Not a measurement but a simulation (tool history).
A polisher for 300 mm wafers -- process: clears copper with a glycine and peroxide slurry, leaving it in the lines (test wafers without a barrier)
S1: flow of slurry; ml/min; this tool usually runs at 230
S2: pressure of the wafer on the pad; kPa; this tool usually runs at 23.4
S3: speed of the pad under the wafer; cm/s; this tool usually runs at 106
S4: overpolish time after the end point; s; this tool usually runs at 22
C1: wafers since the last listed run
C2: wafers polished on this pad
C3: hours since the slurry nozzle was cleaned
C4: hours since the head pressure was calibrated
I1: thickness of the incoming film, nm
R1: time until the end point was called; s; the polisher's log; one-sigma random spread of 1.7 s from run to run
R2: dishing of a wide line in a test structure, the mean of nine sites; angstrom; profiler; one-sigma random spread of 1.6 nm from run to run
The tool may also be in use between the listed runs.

| run | hour | S1 | S2 | S3 | S4 | C1 | C2 | C3 | C4 | I1 | R1 | R2 |
|---|---|---|---|---|---|---|---|---|---|---|---|---|
| 1 | 0 | 230 | 23.4 | 106 | 22 | 0 | 1352 | 501.6 | 7.1 | 949.6 | 161.6 | 854 |
|  | 65.3 | slurry nozzle cleaned |
| 2 | 85.5 | 230 | 23.4 | 106 | 22 | 730 | 2082 | 20.2 | 92.6 | 973.9 | 166.6 | 860 |
| 3 | 191.1 | 230 | 23.4 | 106 | 22 | 912 | 2994 | 125.8 | 198.2 | 982 | 160.8 | 878 |
|  | 215.9 | worn pad replaced by a new one |
| 4 | 263.1 | 230 | 29 | 106 | 22 | 587 | 407 | 197.8 | 270.2 | 965.7 | 141.3 | 970 |
| 5 | 330.2 | 230 | 23.4 | 106 | 22 | 579 | 987 | 264.9 | 337.3 | 974.2 | 156.2 | 892 |
| 6 | 430.8 | 230 | 23.4 | 106 | 22 | 869 | 1856 | 365.5 | 437.9 | 974.9 | 157.9 | 888 |
|  | 503.2 | worn pad replaced by a new one |
| 7 | 509.9 | 200 | 23.4 | 106 | 22 | 648 | 57 | 444.6 | 517 | 972.5 | 161.2 | 896 |
| 8 | 617.8 | 200 | 23.4 | 106 | 22 | 932 | 990 | 552.5 | 624.9 | 968.5 | 156.5 | 885 |
|  | 624 | slurry nozzle cleaned |
| 9 | 721.1 | 200 | 23.4 | 106 | 22 | 883 | 1873 | 97.1 | 728.2 | 963.8 | 160.2 | 891 |
| 10 | 809.7 | 270 | 23.4 | 106 | 22 | 765 | 2639 | 185.7 | 816.8 | 961.3 | 152.1 | 900 |
|  | 883.8 | worn pad replaced by a new one, of another model than before |
| 11 | 902.1 | 230 | 29.6 | 70 | 22 | 763 | 158 | 278.1 | 909.2 | 973.6 | 162.3 | 882 |
| 12 | 963.7 | 230 | 23.4 | 106 | 18 | 532 | 690 | 339.7 | 970.8 | 978.3 | 155 | 806 |
| 13 | 1014.2 | 230 | 29.6 | 70 | 22 | 436 | 1126 | 390.2 | 1021.3 | 975.7 | 164.9 | 910 |
|  | 1043.7 | head pressure recalibrated |
| 14 | 1052.8 | 230 | 23.4 | 106 | 22 | 316 | 1442 | 428.8 | 9.1 | 983.8 | 170 | 844 |
| 15 | 1099.7 | 200 | 23.4 | 106 | 22 | 405 | 1848 | 475.7 | 56 | 965 | 161.1 | 874 |
|  | 1118.3 | slurry nozzle cleaned |
| 16 | 1152 | 280 | 29.6 | 138 | 22 | 443 | 2291 | 33.7 | 108.3 | 956.9 | 109.8 | 1193 |
| 17 | 1237.7 | 230 | 23.4 | 106 | 26 | 740 | 3031 | 119.4 | 194 | 987.6 | 160.8 | 967 |
|  | 1254.1 | worn pad replaced by a new one |
| 18 | 1314.8 | 230 | 23.4 | 106 | 26 | 631 | 524 | 196.5 | 271.1 | 987.1 | 162.8 | 1015 |
| 19 | 1374.7 | 190 | 31.7 | 138 | 29 | 517 | 1041 | 256.4 | 331 | 977 | 101.6 | 1547 |
|  | 1622.6 | worn pad replaced by a new one |
| 20 | 1671.6 | 230 | 20.7 | 106 | 31 | 2530 | 423 | 553.3 | 627.9 | 962.9 | 168.8 | 1065 |

List, for all runs, the conditions of the tool that the log does not record:
removal rate lost through wear of the pad, %: 0, the same for each run
slurry flow missing at the pad, %: 0, the same for each run
H1: deviation of the head's pressure from its setpoint, %
| run | H1 |
|---|---|
| 1 | -0.11 |
| 2 | 2.43 |
| 3 | 4.81 |
| 4 | 6.06 |
| 5 | 7.01 |
| 6 | 8.12 |
| 7 | 8.8 |
| 8 | 9.5 |
| 9 | 9.99 |
| 10 | 10.3 |
| 11 | 10.6 |
| 12 | 10.7 |
| 13 | 10.8 |
| 14 | -0.606 |
| 15 | 0.858 |
| 16 | 2.27 |
| 17 | 4.17 |
| 18 | 5.51 |
| 19 | 6.36 |
| 20 | 8.95 |

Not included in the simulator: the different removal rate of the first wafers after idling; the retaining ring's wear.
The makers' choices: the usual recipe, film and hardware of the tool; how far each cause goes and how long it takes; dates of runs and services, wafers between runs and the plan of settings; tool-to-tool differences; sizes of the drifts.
